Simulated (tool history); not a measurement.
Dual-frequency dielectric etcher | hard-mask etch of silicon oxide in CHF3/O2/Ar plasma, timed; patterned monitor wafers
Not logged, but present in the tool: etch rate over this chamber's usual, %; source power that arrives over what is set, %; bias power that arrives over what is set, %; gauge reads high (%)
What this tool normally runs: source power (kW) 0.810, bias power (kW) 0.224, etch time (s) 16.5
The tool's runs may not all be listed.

| run | hour | source power (kW) | bias power (kW) | etch time (s) | wafers since the last listed run | hours since the last wet clean | hours since the last source power generator calibration | hours since the last bias power generator calibration | hours since the last upper electrode change | hours since the gauge calibration | read-back reference wafer on the same gauge, depth_nm | mean etch depth across the wafer (Å) |
|---|---|---|---|---|---|---|---|---|---|---|---|---|
| 1 | 0.0 | 0.810 | 0.224 | 19.5 | 0 | 275.2 | 2974.4 | 2669.1 | 4829.1 | 2252.4 | 45.66 | 509.8 |
| 2 | 33.4 | 0.690 | 0.224 | 14.5 | 498 | 308.6 | 3007.8 | 2702.5 | 4862.5 | 2285.8 | 45.67 | 348.1 |
| 3 | 102.4 | 0.810 | 0.224 | 16.5 | 1030 | 377.6 | 3076.8 | 2771.5 | 4931.5 | 2354.8 | 45.72 | 435.3 |
| 4 | 156.5 | 0.810 | 0.224 | 16.5 | 807 | 431.7 | 3130.9 | 2825.6 | 4985.6 | 2408.9 | 45.60 | 437.9 |
|  | 194.2 | wet clean of the chamber |
| 5 | 226.1 | 0.810 | 0.224 | 16.5 | 680 | 31.9 | 3200.5 | 2895.2 | 5055.2 | 2478.5 | 45.73 | 430.1 |
| 6 | 283.4 | 0.810 | 0.224 | 16.5 | 855 | 89.2 | 3257.8 | 2952.5 | 5112.5 | 2535.8 | 45.78 | 426.6 |
| 7 | 317.7 | 0.810 | 0.224 | 16.5 | 512 | 123.5 | 3292.1 | 2986.8 | 5146.8 | 2570.1 | 45.69 | 428.3 |
| 8 | 447.0 | 0.810 | 0.180 | 16.5 | 1930 | 252.8 | 3421.4 | 3116.1 | 5276.1 | 2699.4 | 45.75 | 401.4 |
|  | 453.6 | gauge calibrated |
| 9 | 517.4 | 0.810 | 0.224 | 16.5 | 1051 | 323.2 | 3491.8 | 3186.5 | 5346.5 | 63.8 | 45.75 | 437.9 |
| 10 | 565.8 | 0.810 | 0.224 | 14.5 | 722 | 371.6 | 3540.2 | 3234.9 | 5394.9 | 112.2 | 45.68 | 388.5 |
| 11 | 596.0 | 0.730 | 0.246 | 14.0 | 450 | 401.8 | 3570.4 | 3265.1 | 5425.1 | 142.4 | 45.75 | 367.1 |
| 12 | 651.0 | 0.650 | 0.224 | 16.5 | 821 | 456.8 | 3625.4 | 3320.1 | 5480.1 | 197.4 | 45.69 | 390.6 |
|  | 689.7 | wet clean of the chamber |
| 13 | 690.2 | 0.810 | 0.224 | 16.5 | 226 | 0.5 | 3664.6 | 3359.3 | 5519.3 | 236.6 | 45.62 | 422.6 |
| 14 | 710.0 | 0.910 | 0.182 | 18.0 | 295 | 20.3 | 3684.4 | 3379.1 | 5539.1 | 256.4 | 45.78 | 453.9 |
|  | 780.9 | upper electrode replaced |
| 15 | 781.4 | 0.810 | 0.224 | 14.5 | 707 | 91.7 | 3755.8 | 3450.5 | 0.5 | 327.8 | 45.70 | 376.3 |
| 16 | 819.0 | 0.810 | 0.224 | 16.5 | 561 | 129.3 | 3793.4 | 3488.1 | 38.1 | 365.4 | 45.71 | 425.6 |
|  | 858.3 | bias power generator calibrated |
| 17 | 881.9 | 0.890 | 0.199 | 12.0 | 879 | 192.2 | 3856.3 | 23.6 | 101.0 | 428.3 | 45.71 | 315.2 |
| 18 | 947.8 | 0.810 | 0.191 | 18.0 | 983 | 258.1 | 3922.2 | 89.5 | 166.9 | 494.2 | 45.67 | 443.6 |
| 19 | 1016.6 | 0.810 | 0.224 | 16.5 | 1027 | 326.9 | 3991.0 | 158.3 | 235.7 | 563.0 | 45.70 | 437.0 |
| 20 | 1064.4 | 0.720 | 0.224 | 18.5 | 713 | 374.7 | 4038.8 | 206.1 | 283.5 | 610.8 | 45.69 | 461.3 |
| 21 | 1096.2 | 0.810 | 0.224 | 16.5 | 474 | 406.5 | 4070.6 | 237.9 | 315.3 | 642.6 | 45.70 | 439.8 |
|  | 1143.1 | source power generator calibrated |
|  | 1148.4 | wet clean of the chamber |
| 22 | 1164.1 | 0.810 | 0.271 | 16.5 | 875 | 15.7 | 21.0 | 305.8 | 383.2 | 710.5 | 45.71 | 458.7 |
| 23 | 1208.6 | 0.810 | 0.224 | 16.5 | 664 | 60.2 | 65.5 | 350.3 | 427.7 | 755.0 | 45.66 | 425.7 |
| 24 | 1242.8 | 0.810 | 0.224 | 16.5 | 510 | 94.4 | 99.7 | 384.5 | 461.9 | 789.2 | 45.70 | 429.7 |
| 25 | 1294.3 | 0.810 | 0.224 | 16.5 | 768 | 145.9 | 151.2 | 436.0 | 513.4 | 840.7 | 45.69 | 430.1 |
| 26 | 1342.2 | 0.670 | 0.242 | 12.0 | 715 | 193.8 | 199.1 | 483.9 | 561.3 | 888.6 | 45.77 | 291.4 |
| 27 | 1409.6 | 0.890 | 0.224 | 13.5 | 1006 | 261.2 | 266.5 | 551.3 | 628.7 | 956.0 | 45.66 | 376.1 |
| 28 | 1441.6 | 0.730 | 0.205 | 11.5 | 477 | 293.2 | 298.5 | 583.3 | 660.7 | 988.0 | 45.66 | 278.1 |
| 29 | 1511.7 | 0.900 | 0.179 | 21.0 | 1046 | 363.3 | 368.6 | 653.4 | 730.8 | 1058.1 | 45.71 | 547.5 |
| 30 | 1539.6 | 0.690 | 0.224 | 20.5 | 416 | 391.2 | 396.5 | 681.3 | 758.7 | 1086.0 | 45.70 | 504.7 |
| 31 | 1577.2 | 0.810 | 0.224 | 19.5 | 561 | 428.8 | 434.1 | 718.9 | 796.3 | 1123.6 | 45.64 | 523.6 |

Subtracting, for every run, the result it would have given without the tool's unlogged condition from the measured result gives the following. The same run-to-run variation enters both numbers; the gauge's scatter may not:
| run | mean etch depth across the wafer (Å) |
|---|---|
| 1 | +11.4 |
| 2 | +9.0 |
| 3 | +14.1 |
| 4 | +16.4 |
| 5 | +2.5 |
| 6 | +5.0 |
| 7 | +6.5 |
| 8 | +11.1 |
| 9 | +15.1 |
| 10 | +15.2 |
| 11 | +15.5 |
| 12 | +18.5 |
| 13 | -0.8 |
| 14 | +0.0 |
| 15 | +2.7 |
| 16 | +4.7 |
| 17 | +5.5 |
| 18 | +10.7 |
| 19 | +13.4 |
| 20 | +16.3 |
| 21 | +16.9 |
| 22 | +3.0 |
| 23 | +4.8 |
| 24 | +6.3 |
| 25 | +8.5 |
| 26 | +7.2 |
| 27 | +11.7 |
| 28 | +9.5 |
| 29 | +22.4 |
| 30 | +21.9 |
| 31 | +24.7 |

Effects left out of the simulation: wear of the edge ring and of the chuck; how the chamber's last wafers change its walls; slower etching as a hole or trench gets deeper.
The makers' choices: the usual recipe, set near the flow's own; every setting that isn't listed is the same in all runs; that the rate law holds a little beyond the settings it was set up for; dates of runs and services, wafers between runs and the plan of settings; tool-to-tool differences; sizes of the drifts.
